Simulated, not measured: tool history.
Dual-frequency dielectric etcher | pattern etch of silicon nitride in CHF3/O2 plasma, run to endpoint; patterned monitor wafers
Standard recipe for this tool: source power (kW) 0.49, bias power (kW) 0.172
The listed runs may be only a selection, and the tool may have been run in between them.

| run | hour | source power (kW) | bias power (kW) | wafers since the last listed run | hours since the last wet clean | hours since the last source power generator calibration | hours since the last bias power generator calibration | hours since the last upper electrode change | incoming incoming film thickness, nm | endpoint time (s) |
|---|---|---|---|---|---|---|---|---|---|---|
| 1 | 0 | 0.49 | 0.172 | 0 | 351.8 | 3574.7 | 2124.8 | 5130.6 | 67.8 | 53.9 |
| 2 | 20 | 0.49 | 0.172 | 341 | 371.8 | 3594.7 | 2144.8 | 5150.6 | 68.4 | 54.8 |
| 3 | 50.5 | 0.49 | 0.172 | 520 | 402.3 | 3625.2 | 2175.3 | 5181.1 | 67.8 | 53.5 |
| 4 | 64.4 | 0.49 | 0.172 | 237 | 416.2 | 3639.1 | 2189.2 | 5195 | 68.3 | 54.3 |
| 5 | 97.3 | 0.49 | 0.172 | 561 | 449.1 | 3672 | 2222.1 | 5227.9 | 68.2 | 53.8 |
|  | 135 | wet clean of the chamber |
|  | 138.1 | bias power generator calibrated |
| 6 | 138.6 | 0.49 | 0.172 | 241 | 3.6 | 3713.3 | 0.5 | 5269.2 | 68 | 54.1 |
|  | 164.6 | upper electrode replaced |
| 7 | 189.5 | 0.49 | 0.172 | 459 | 54.5 | 3764.2 | 51.4 | 24.9 | 68.7 | 54.3 |
| 8 | 224.7 | 0.4 | 0.21 | 600 | 89.7 | 3799.4 | 86.6 | 60.1 | 68.8 | 56.2 |
| 9 | 242.4 | 0.49 | 0.172 | 302 | 107.4 | 3817.1 | 104.3 | 77.8 | 68.1 | 54 |
|  | 265.3 | source power generator calibrated |
| 10 | 273.3 | 0.49 | 0.172 | 459 | 138.3 | 8 | 135.2 | 108.7 | 68.6 | 54.7 |
| 11 | 306.4 | 0.6 | 0.151 | 565 | 171.4 | 41.1 | 168.3 | 141.8 | 68 | 52 |
| 12 | 323.3 | 0.49 | 0.208 | 288 | 188.3 | 58 | 185.2 | 158.7 | 69.1 | 52.4 |
| 13 | 338.1 | 0.41 | 0.184 | 252 | 203.1 | 72.8 | 200 | 173.5 | 68.6 | 57.2 |
| 14 | 359.9 | 0.49 | 0.193 | 372 | 224.9 | 94.6 | 221.8 | 195.3 | 68.2 | 53.2 |

Below are 3 alternative next runs, each starting from the tool's condition after run 14. Predict each:
| A | 360.3 | 0.49 | 0.172 | 6 | 225.3 | 95 | 222.2 | 195.7 | 68.1 | ? |
| B | 360.3 | 0.49 | 0.184 | 6 | 225.3 | 95 | 222.2 | 195.7 | 68.1 | ? |
| C | 360.3 | 0.44 | 0.209 | 6 | 225.3 | 95 | 222.2 | 195.7 | 68.1 | ? |

| run | endpoint time (s) |
|---|---|
| A | 53.5 |
| B | 52.8 |
| C | 53.2 |
With no hidden state in the tool, these same runs would have given:
| run | endpoint time (s) |
|---|---|
| A | 53.5 |
| B | 52.8 |
| C | 53.2 |
